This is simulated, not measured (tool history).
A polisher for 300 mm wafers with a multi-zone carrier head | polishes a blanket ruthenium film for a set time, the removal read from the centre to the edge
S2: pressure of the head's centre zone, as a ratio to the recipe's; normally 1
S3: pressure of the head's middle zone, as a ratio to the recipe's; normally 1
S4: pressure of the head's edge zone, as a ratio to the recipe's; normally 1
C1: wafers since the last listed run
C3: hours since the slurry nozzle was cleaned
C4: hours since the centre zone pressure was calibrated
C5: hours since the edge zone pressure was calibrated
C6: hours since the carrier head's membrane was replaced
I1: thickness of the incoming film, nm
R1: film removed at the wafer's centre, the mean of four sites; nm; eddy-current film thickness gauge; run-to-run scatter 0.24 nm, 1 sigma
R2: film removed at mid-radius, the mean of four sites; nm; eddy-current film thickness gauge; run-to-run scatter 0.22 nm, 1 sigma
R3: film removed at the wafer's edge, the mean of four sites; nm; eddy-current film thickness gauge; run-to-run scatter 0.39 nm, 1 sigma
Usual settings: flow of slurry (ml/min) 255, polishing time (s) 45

run 1 hour=0 | flow_of_slurry_(ml/min)=255 S2=1 S3=1 S4=1 polishing_time_(s)=45 | C1=0 wafers_polished_on_this_pad=616 C3=170.8 C4=865.1 C5=1301.8 C6=1652.8 | I1=580.7 | R1=30.2 R2=27.1 R3=26.1
run 2 hour=16.8 | flow_of_slurry_(ml/min)=255 S2=1 S3=1 S4=1 polishing_time_(s)=45 | C1=152 wafers_polished_on_this_pad=768 C3=187.6 C4=881.9 C5=1318.6 C6=1669.6 | I1=577.8 | R1=31.1 R2=27.3 R3=26.4
run 3 hour=30.4 | flow_of_slurry_(ml/min)=290 S2=1 S3=1 S4=1 polishing_time_(s)=45 | C1=123 wafers_polished_on_this_pad=892 C3=201.2 C4=895.5 C5=1332.2 C6=1683.2 | I1=588.1 | R1=30.5 R2=26.7 R3=26.4
-- hour=31.7 slurry nozzle cleaned
-- hour=42.5 centre zone pressure recalibrated
run 4 hour=43 | flow_of_slurry_(ml/min)=255 S2=1 S3=1 S4=1 polishing_time_(s)=45 | C1=87 wafers_polished_on_this_pad=980 C3=11.3 C4=0.5 C5=1344.8 C6=1695.8 | I1=589.6 | R1=27.4 R2=27.2 R3=25.9
run 5 hour=79.5 | flow_of_slurry_(ml/min)=255 S2=1 S3=1.03 S4=1 polishing_time_(s)=45 | C1=332 wafers_polished_on_this_pad=1312 C3=47.8 C4=37 C5=1381.3 C6=1732.3 | I1=588.2 | R1=27.9 R2=27.5 R3=26.2
-- hour=90.3 worn pad replaced by a new one
run 6 hour=95.3 | flow_of_slurry_(ml/min)=255 S2=1 S3=1.03 S4=1 polishing_time_(s)=45 | C1=107 wafers_polished_on_this_pad=45 C3=63.6 C4=52.8 C5=1397.1 C6=1748.1 | I1=575 | R1=28.1 R2=27.3 R3=26.6
run 7 hour=103.7 | flow_of_slurry_(ml/min)=255 S2=1 S3=1.03 S4=1 polishing_time_(s)=45 | C1=76 wafers_polished_on_this_pad=122 C3=72 C4=61.2 C5=1405.5 C6=1756.5 | I1=581.8 | R1=28.5 R2=27.7 R3=26.8
run 8 hour=117.1 | flow_of_slurry_(ml/min)=255 S2=1 S3=1 S4=1 polishing_time_(s)=45 | C1=121 wafers_polished_on_this_pad=244 C3=85.4 C4=74.6 C5=1418.9 C6=1769.9 | I1=578.1 | R1=27.9 R2=26.5 R3=26.1
run 9 hour=128.7 | flow_of_slurry_(ml/min)=255 S2=1.11 S3=1 S4=1 polishing_time_(s)=45 | C1=105 wafers_polished_on_this_pad=349 C3=97 C4=86.2 C5=1430.5 C6=1781.5 | I1=581.5 | R1=31.1 R2=26.9 R3=26.8
run 10 hour=145.1 | flow_of_slurry_(ml/min)=255 S2=1 S3=1 S4=1 polishing_time_(s)=45 | C1=149 wafers_polished_on_this_pad=499 C3=113.4 C4=102.6 C5=1446.9 C6=1797.9 | I1=576.3 | R1=28.8 R2=27.1 R3=26.6
-- hour=158.2 carrier head's membrane replaced by a new one
run 11 hour=158.7 | flow_of_slurry_(ml/min)=280 S2=0.97 S3=1.11 S4=1 polishing_time_(s)=54 | C1=78 wafers_polished_on_this_pad=577 C3=127 C4=116.2 C5=1460.5 C6=0.5 | I1=573.1 | R1=33.8 R2=35.8 R3=30.9
-- hour=170.1 edge zone pressure recalibrated
run 12 hour=170.6 | flow_of_slurry_(ml/min)=255 S2=0.97 S3=0.92 S4=1 polishing_time_(s)=45 | C1=90 wafers_polished_on_this_pad=667 C3=138.9 C4=128.1 C5=0.5 C6=12.4 | I1=580.4 | R1=27.6 R2=25 R3=26.9
run 13 hour=179.6 | flow_of_slurry_(ml/min)=175 S2=0.91 S3=1 S4=1.11 polishing_time_(s)=39 | C1=81 wafers_polished_on_this_pad=749 C3=147.9 C4=137.1 C5=9.5 C6=21.4 | I1=576.5 | R1=21.8 R2=22.6 R3=23.6
run 14 hour=191.7 | flow_of_slurry_(ml/min)=255 S2=1 S3=1.09 S4=1.05 polishing_time_(s)=45 | C1=110 wafers_polished_on_this_pad=859 C3=160 C4=149.2 C5=21.6 C6=33.5 | I1=577.7 | R1=28.8 R2=29.6 R3=27.4
run 15 hour=201.1 | flow_of_slurry_(ml/min)=175 S2=0.91 S3=1 S4=1.11 polishing_time_(s)=39 | C1=85 wafers_polished_on_this_pad=945 C3=169.4 C4=158.6 C5=31 C6=42.9 | I1=579.4 | R1=21.8 R2=23.1 R3=23.6
run 16 hour=213.2 | flow_of_slurry_(ml/min)=230 S2=1 S3=1 S4=1 polishing_time_(s)=37 | C1=110 wafers_polished_on_this_pad=1055 C3=181.5 C4=170.7 C5=43.1 C6=55 | I1=581.8 | R1=23.6 R2=22.2 R3=21.8
run 17 hour=223 | flow_of_slurry_(ml/min)=185 S2=1 S3=0.92 S4=1 polishing_time_(s)=45 | C1=89 wafers_polished_on_this_pad=1144 C3=191.3 C4=180.5 C5=52.9 C6=64.8 | I1=583.3 | R1=28.4 R2=24.7 R3=25.5
-- hour=227.9 slurry nozzle cleaned
-- hour=240 worn pad replaced by a new one
run 18 hour=240.5 | flow_of_slurry_(ml/min)=255 S2=1.08 S3=1.08 S4=1 polishing_time_(s)=45 | C1=113 wafers_polished_on_this_pad=4 C3=12.6 C4=198 C5=70.4 C6=82.3 | I1=577.7 | R1=31.8 R2=28.6 R3=26.5
run 19 hour=244.6 | flow_of_slurry_(ml/min)=255 S2=1 S3=1 S4=1 polishing_time_(s)=45 | C1=37 wafers_polished_on_this_pad=42 C3=16.7 C4=202.1 C5=74.5 C6=86.4 | I1=574.6 | R1=29.2 R2=26.9 R3=26.8
run 20 hour=261.6 | flow_of_slurry_(ml/min)=255 S2=1 S3=1.03 S4=1 polishing_time_(s)=45 | C1=154 wafers_polished_on_this_pad=196 C3=33.7 C4=219.1 C5=91.5 C6=103.4 | I1=592.8 | R1=29.6 R2=27.8 R3=26.3
run 21 hour=276 | flow_of_slurry_(ml/min)=255 S2=1.05 S3=1.08 S4=1 polishing_time_(s)=45 | C1=131 wafers_polished_on_this_pad=327 C3=48.1 C4=233.5 C5=105.9 C6=117.8 | I1=577 | R1=30.7 R2=28.6 R3=26.6
run 22 hour=282.1 | flow_of_slurry_(ml/min)=255 S2=0.93 S3=0.93 S4=1 polishing_time_(s)=45 | C1=55 wafers_polished_on_this_pad=383 C3=54.2 C4=239.6 C5=112 C6=123.9 | I1=591 | R1=27.5 R2=25.9 R3=26.3

What if the next run were any one of these 4? Each begins from the tool's condition after run 22:
run A hour=282.5 | flow_of_slurry_(ml/min)=255 S2=1 S3=1 S4=1 polishing_time_(s)=45 | C1=3 wafers_polished_on_this_pad=387 C3=54.6 C4=240 C5=112.4 C6=124.3 | I1=576.9 | R1=? R2=? R3=?
run B hour=282.5 | flow_of_slurry_(ml/min)=255 S2=1.09 S3=1.05 S4=1 polishing_time_(s)=41 | C1=3 wafers_polished_on_this_pad=387 C3=54.6 C4=240 C5=112.4 C6=124.3 | I1=576.9 | R1=? R2=? R3=?
run C hour=282.5 | flow_of_slurry_(ml/min)=285 S2=1 S3=0.88 S4=0.97 polishing_time_(s)=45 | C1=3 wafers_polished_on_this_pad=387 C3=54.6 C4=240 C5=112.4 C6=124.3 | I1=576.9 | R1=? R2=? R3=?
run D hour=282.5 | flow_of_slurry_(ml/min)=255 S2=0.92 S3=1 S4=1 polishing_time_(s)=45 | C1=3 wafers_polished_on_this_pad=387 C3=54.6 C4=240 C5=112.4 C6=124.3 | I1=576.9 | R1=? R2=? R3=?

run=A R1=29.7 R2=27 R3=25.6
run=B R1=29.5 R2=25.6 R3=23.3
run=C R1=29.9 R2=24.4 R3=25.4
run=D R1=27.3 R2=27 R3=25.6
With the hidden condition removed and each run's random variation left untouched, the same runs would have given:
run=A R1=27.6 R2=27 R3=25.6
run=B R1=27.5 R2=25.6 R3=23.3
run=C R1=27.8 R2=24.4 R3=25.4
run=D R1=25.4 R2=27 R3=25.6
